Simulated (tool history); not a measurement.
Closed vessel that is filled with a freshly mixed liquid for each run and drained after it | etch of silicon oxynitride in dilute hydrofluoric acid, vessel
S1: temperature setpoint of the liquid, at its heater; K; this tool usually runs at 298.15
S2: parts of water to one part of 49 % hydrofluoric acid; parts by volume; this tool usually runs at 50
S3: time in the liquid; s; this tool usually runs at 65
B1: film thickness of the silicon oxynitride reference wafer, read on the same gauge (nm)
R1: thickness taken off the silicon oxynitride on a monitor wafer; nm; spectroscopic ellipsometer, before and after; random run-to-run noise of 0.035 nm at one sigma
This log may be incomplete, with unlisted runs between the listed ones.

run,day,S1,S2,S3,B1,R1
1,0.000,298.15,50,95,124.417,7.121
2,1.317,298.15,50,65,124.554,4.877
# day 1.379: hydrofluoric acid flow meter replaced
3,4.142,298.15,50,65,124.799,4.847
4,5.275,298.15,50,65,124.920,4.866
5,6.858,298.15,50,65,125.028,4.898
6,10.438,298.15,50,65,125.322,4.952
7,15.129,298.15,50,65,125.615,4.886
8,16.912,298.15,50,65,125.738,4.921
9,18.454,298.15,50,65,125.801,4.947
10,26.542,298.15,50,65,126.171,4.969
# day 28.588: thermometer replaced
11,28.888,298.15,50,65,126.254,5.022
12,30.354,298.15,50,80,126.337,6.035
13,32.283,298.15,50,80,126.388,6.093
14,34.196,300.65,40,105,126.466,11.212
15,35.250,294.65,60,90,126.473,4.789
# day 35.979: hydrofluoric acid flow meter replaced
16,38.171,295.15,70,85,126.532,3.905
# day 39.117: gauge calibrated
17,40.862,298.15,30,65,121.487,8.098
18,42.696,298.15,50,65,122.094,4.848
19,44.321,298.15,50,40,122.608,3.009
20,46.438,296.65,50,30,123.208,2.098
21,48.492,298.15,50,65,123.792,4.836
22,50.429,298.15,50,75,124.273,5.647
23,52.138,298.15,55,65,124.679,4.456
24,53.508,293.65,50,65,125.002,3.939
25,56.346,298.15,60,65,125.589,4.082
26,58.362,298.15,50,65,125.963,4.946
27,61.096,298.15,50,65,126.435,4.957
28,62.333,301.15,35,65,126.640,8.284
29,65.104,294.65,50,50,127.058,3.241
30,66.750,295.65,70,95,127.311,4.569
# day 67.246: hydrofluoric acid flow meter replaced
31,68.421,295.65,60,95,127.547,5.420
32,69.571,298.15,50,65,127.679,5.013
33,71.812,302.65,50,65,127.946,6.267
34,74.771,296.65,25,75,128.310,10.936

Selected run-to-run steps in R1, each split into two signed amounts: the part the tool would show with no hidden state at all (from settings, incoming material and random variation), and the remainder, which goes to the hidden state together with any gauge scatter not common to the measured and the hidden-state-free results:
The hidden state here: liquid colder than its thermometer reads (K); hydrofluoric acid flow above the setpoint (%); gauge reads high (%).
Run 13 -> 14: S1 298.15 -> 300.65, S2 50 -> 40, S3 80 -> 105. R1 +5.119 nm: hidden state +0.264, all else +4.855.
Run 14 -> 15: S1 300.65 -> 294.65, S2 40 -> 60, S3 105 -> 90. R1 -6.423 nm: hidden state -0.327, all else -6.096.
Run 28 -> 29: S1 301.15 -> 294.65, S2 35 -> 50, S3 65 -> 50. R1 -5.043 nm: hidden state -0.255, all else -4.788.
Run 33 -> 34: S1 302.65 -> 296.65, S2 50 -> 25, S3 65 -> 75. R1 +4.669 nm: hidden state +0.316, all else +4.353.
